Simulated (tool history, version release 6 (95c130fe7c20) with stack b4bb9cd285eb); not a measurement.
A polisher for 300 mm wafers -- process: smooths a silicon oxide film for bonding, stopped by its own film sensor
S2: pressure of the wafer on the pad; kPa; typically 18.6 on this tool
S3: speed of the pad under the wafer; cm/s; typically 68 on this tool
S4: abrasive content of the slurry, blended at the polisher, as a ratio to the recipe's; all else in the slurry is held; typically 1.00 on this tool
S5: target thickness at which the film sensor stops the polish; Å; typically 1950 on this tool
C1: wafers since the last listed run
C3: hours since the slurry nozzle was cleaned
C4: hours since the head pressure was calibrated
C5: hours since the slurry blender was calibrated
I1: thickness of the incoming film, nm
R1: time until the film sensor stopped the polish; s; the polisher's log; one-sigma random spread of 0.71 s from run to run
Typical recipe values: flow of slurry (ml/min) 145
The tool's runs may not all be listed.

{"run": 1, "hour": 0.0, "flow of slurry (ml/min)": 130, "S2": 18.6, "S3": 68, "S4": 1.0, "S5": 1900, "C1": 0, "wafers polished on this pad": 553, "C3": 233.0, "C4": 591.7, "C5": 47.4, "I1": 219.2, "R1": 46.9}
{"hour": 14.9, "done": "slurry nozzle cleaned"}
{"run": 2, "hour": 17.2, "flow of slurry (ml/min)": 130, "S2": 18.6, "S3": 68, "S4": 1.0, "S5": 1900, "C1": 137, "wafers polished on this pad": 690, "C3": 2.3, "C4": 608.9, "C5": 64.6, "I1": 221.2, "R1": 50.7}
{"run": 3, "hour": 48.6, "flow of slurry (ml/min)": 145, "S2": 18.6, "S3": 68, "S4": 1.0, "S5": 1950, "C1": 265, "wafers polished on this pad": 956, "C3": 33.7, "C4": 640.3, "C5": 96.0, "I1": 221.2, "R1": 45.2}
{"run": 4, "hour": 61.9, "flow of slurry (ml/min)": 145, "S2": 18.6, "S3": 68, "S4": 1.0, "S5": 1950, "C1": 112, "wafers polished on this pad": 1069, "C3": 47.0, "C4": 653.6, "C5": 109.3, "I1": 222.7, "R1": 46.2}
{"run": 5, "hour": 74.2, "flow of slurry (ml/min)": 145, "S2": 18.6, "S3": 68, "S4": 1.0, "S5": 1950, "C1": 104, "wafers polished on this pad": 1173, "C3": 59.3, "C4": 665.9, "C5": 121.6, "I1": 219.9, "R1": 43.2}
{"run": 6, "hour": 102.4, "flow of slurry (ml/min)": 145, "S2": 14.5, "S3": 56, "S4": 1.0, "S5": 1950, "C1": 238, "wafers polished on this pad": 1411, "C3": 87.5, "C4": 694.1, "C5": 149.8, "I1": 217.8, "R1": 57.8}
{"run": 7, "hour": 127.5, "flow of slurry (ml/min)": 145, "S2": 14.5, "S3": 56, "S4": 1.0, "S5": 1950, "C1": 212, "wafers polished on this pad": 1624, "C3": 112.6, "C4": 719.2, "C5": 174.9, "I1": 216.6, "R1": 57.6}
{"hour": 152.7, "done": "worn pad replaced by a new one"}
{"run": 8, "hour": 153.2, "flow of slurry (ml/min)": 145, "S2": 14.5, "S3": 56, "S4": 1.0, "S5": 1950, "C1": 183, "wafers polished on this pad": 4, "C3": 138.3, "C4": 744.9, "C5": 200.6, "I1": 223.5, "R1": 66.3}
{"run": 9, "hour": 182.0, "flow of slurry (ml/min)": 145, "S2": 18.6, "S3": 68, "S4": 1.0, "S5": 1950, "C1": 243, "wafers polished on this pad": 248, "C3": 167.1, "C4": 773.7, "C5": 229.4, "I1": 216.2, "R1": 33.8}
{"run": 10, "hour": 200.9, "flow of slurry (ml/min)": 145, "S2": 18.6, "S3": 68, "S4": 1.0, "S5": 1950, "C1": 159, "wafers polished on this pad": 407, "C3": 186.0, "C4": 792.6, "C5": 248.3, "I1": 218.5, "R1": 38.7}
{"run": 11, "hour": 220.9, "flow of slurry (ml/min)": 145, "S2": 18.6, "S3": 52, "S4": 1.0, "S5": 1950, "C1": 169, "wafers polished on this pad": 577, "C3": 206.0, "C4": 812.6, "C5": 268.3, "I1": 221.9, "R1": 53.6}
{"run": 12, "hour": 240.4, "flow of slurry (ml/min)": 185, "S2": 18.6, "S3": 68, "S4": 1.0, "S5": 1950, "C1": 165, "wafers polished on this pad": 742, "C3": 225.5, "C4": 832.1, "C5": 287.8, "I1": 217.7, "R1": 36.7}
{"hour": 249.6, "done": "slurry nozzle cleaned"}
{"run": 13, "hour": 298.9, "flow of slurry (ml/min)": 145, "S2": 18.6, "S3": 68, "S4": 1.0, "S5": 1950, "C1": 486, "wafers polished on this pad": 1228, "C3": 49.3, "C4": 890.6, "C5": 346.3, "I1": 215.3, "R1": 36.0}
{"run": 14, "hour": 317.7, "flow of slurry (ml/min)": 185, "S2": 18.6, "S3": 68, "S4": 1.0, "S5": 1950, "C1": 159, "wafers polished on this pad": 1387, "C3": 68.1, "C4": 909.4, "C5": 365.1, "I1": 221.0, "R1": 43.6}
{"hour": 344.9, "done": "slurry blender recalibrated"}
{"hour": 368.8, "done": "worn pad replaced by a new one"}
{"run": 15, "hour": 406.9, "flow of slurry (ml/min)": 145, "S2": 18.6, "S3": 68, "S4": 0.75, "S5": 1950, "C1": 704, "wafers polished on this pad": 322, "C3": 157.3, "C4": 998.6, "C5": 62.0, "I1": 218.3, "R1": 44.2}
{"run": 16, "hour": 420.6, "flow of slurry (ml/min)": 145, "S2": 22.1, "S3": 68, "S4": 1.3, "S5": 1950, "C1": 115, "wafers polished on this pad": 438, "C3": 171.0, "C4": 1012.3, "C5": 75.7, "I1": 218.7, "R1": 29.1}
{"run": 17, "hour": 452.6, "flow of slurry (ml/min)": 180, "S2": 18.6, "S3": 54, "S4": 1.3, "S5": 1920, "C1": 270, "wafers polished on this pad": 708, "C3": 203.0, "C4": 1044.3, "C5": 107.7, "I1": 216.7, "R1": 42.1}
{"run": 18, "hour": 480.1, "flow of slurry (ml/min)": 145, "S2": 18.6, "S3": 60, "S4": 0.75, "S5": 1950, "C1": 232, "wafers polished on this pad": 941, "C3": 230.5, "C4": 1071.8, "C5": 135.2, "I1": 217.3, "R1": 49.1}
{"run": 19, "hour": 506.9, "flow of slurry (ml/min)": 100, "S2": 15.9, "S3": 68, "S4": 1.1, "S5": 2000, "C1": 226, "wafers polished on this pad": 1168, "C3": 257.3, "C4": 1098.6, "C5": 162.0, "I1": 217.9, "R1": 36.3}
{"hour": 523.7, "done": "slurry nozzle cleaned"}
{"run": 20, "hour": 536.2, "flow of slurry (ml/min)": 145, "S2": 18.6, "S3": 68, "S4": 1.0, "S5": 1950, "C1": 239, "wafers polished on this pad": 1407, "C3": 12.5, "C4": 1127.9, "C5": 191.3, "I1": 217.0, "R1": 37.5}
{"hour": 549.1, "done": "head pressure recalibrated"}
{"hour": 564.1, "done": "worn pad replaced by a new one"}
{"run": 21, "hour": 564.6, "flow of slurry (ml/min)": 145, "S2": 18.6, "S3": 68, "S4": 1.0, "S5": 1950, "C1": 189, "wafers polished on this pad": 4, "C3": 40.9, "C4": 15.5, "C5": 219.7, "I1": 221.6, "R1": 41.5}
{"run": 22, "hour": 594.9, "flow of slurry (ml/min)": 115, "S2": 18.6, "S3": 90, "S4": 1.0, "S5": 1950, "C1": 256, "wafers polished on this pad": 260, "C3": 71.2, "C4": 45.8, "C5": 250.0, "I1": 216.0, "R1": 26.9}
{"run": 23, "hour": 608.2, "flow of slurry (ml/min)": 145, "S2": 18.6, "S3": 68, "S4": 1.0, "S5": 1950, "C1": 112, "wafers polished on this pad": 373, "C3": 84.5, "C4": 59.1, "C5": 263.3, "I1": 219.6, "R1": 38.5}
{"run": 24, "hour": 639.2, "flow of slurry (ml/min)": 145, "S2": 18.6, "S3": 82, "S4": 1.0, "S5": 1880, "C1": 262, "wafers polished on this pad": 635, "C3": 115.5, "C4": 90.1, "C5": 294.3, "I1": 220.5, "R1": 44.6}
{"run": 25, "hour": 653.7, "flow of slurry (ml/min)": 145, "S2": 18.6, "S3": 68, "S4": 1.0, "S5": 1950, "C1": 122, "wafers polished on this pad": 758, "C3": 130.0, "C4": 104.6, "C5": 308.8, "I1": 216.5, "R1": 35.1}
{"run": 26, "hour": 686.9, "flow of slurry (ml/min)": 145, "S2": 22.8, "S3": 68, "S4": 1.0, "S5": 1950, "C1": 280, "wafers polished on this pad": 1039, "C3": 163.2, "C4": 137.8, "C5": 342.0, "I1": 217.8, "R1": 31.4}
{"run": 27, "hour": 713.9, "flow of slurry (ml/min)": 145, "S2": 18.6, "S3": 54, "S4": 1.0, "S5": 1950, "C1": 228, "wafers polished on this pad": 1267, "C3": 190.2, "C4": 164.8, "C5": 369.0, "I1": 219.7, "R1": 49.6}
{"run": 28, "hour": 743.9, "flow of slurry (ml/min)": 145, "S2": 18.6, "S3": 50, "S4": 0.85, "S5": 2000, "C1": 253, "wafers polished on this pad": 1521, "C3": 220.2, "C4": 194.8, "C5": 399.0, "I1": 220.3, "R1": 49.9}
{"run": 29, "hour": 771.1, "flow of slurry (ml/min)": 160, "S2": 20.0, "S3": 48, "S4": 0.8, "S5": 1950, "C1": 230, "wafers polished on this pad": 1751, "C3": 247.4, "C4": 222.0, "C5": 426.2, "I1": 217.2, "R1": 52.8}
{"hour": 773.5, "done": "slurry blender recalibrated"}
{"hour": 788.2, "done": "worn pad replaced by a new one"}
{"run": 30, "hour": 796.2, "flow of slurry (ml/min)": 145, "S2": 18.6, "S3": 68, "S4": 1.0, "S5": 1950, "C1": 161, "wafers polished on this pad": 67, "C3": 272.5, "C4": 247.1, "C5": 22.7, "I1": 220.0, "R1": 39.8}
{"run": 31, "hour": 812.2, "flow of slurry (ml/min)": 190, "S2": 22.8, "S3": 50, "S4": 1.0, "S5": 1980, "C1": 135, "wafers polished on this pad": 203, "C3": 288.5, "C4": 263.1, "C5": 38.7, "I1": 217.6, "R1": 31.9}

Each row is a separate what-if for the run after 31, all from the same tool condition, not one after another. Results?
{"run": "A", "hour": 812.6, "flow of slurry (ml/min)": 145, "S2": 18.6, "S3": 68, "S4": 1.25, "S5": 1950, "C1": 3, "wafers polished on this pad": 206, "C3": 288.9, "C4": 263.5, "C5": 39.1, "I1": 215.3, "R1": "?"}
{"run": "B", "hour": 812.6, "flow of slurry (ml/min)": 190, "S2": 20.7, "S3": 62, "S4": 1.0, "S5": 1950, "C1": 3, "wafers polished on this pad": 206, "C3": 288.9, "C4": 263.5, "C5": 39.1, "I1": 215.3, "R1": "?"}
{"run": "C", "hour": 812.6, "flow of slurry (ml/min)": 145, "S2": 18.6, "S3": 90, "S4": 1.15, "S5": 1950, "C1": 3, "wafers polished on this pad": 206, "C3": 288.9, "C4": 263.5, "C5": 39.1, "I1": 215.3, "R1": "?"}

run=A R1=28.9
run=B R1=30.3
run=C R1=24.0
Stripped of hidden state, with their random variation kept, the same runs would have yielded:
run=A R1=28.5
run=B R1=29.8
run=C R1=23.7

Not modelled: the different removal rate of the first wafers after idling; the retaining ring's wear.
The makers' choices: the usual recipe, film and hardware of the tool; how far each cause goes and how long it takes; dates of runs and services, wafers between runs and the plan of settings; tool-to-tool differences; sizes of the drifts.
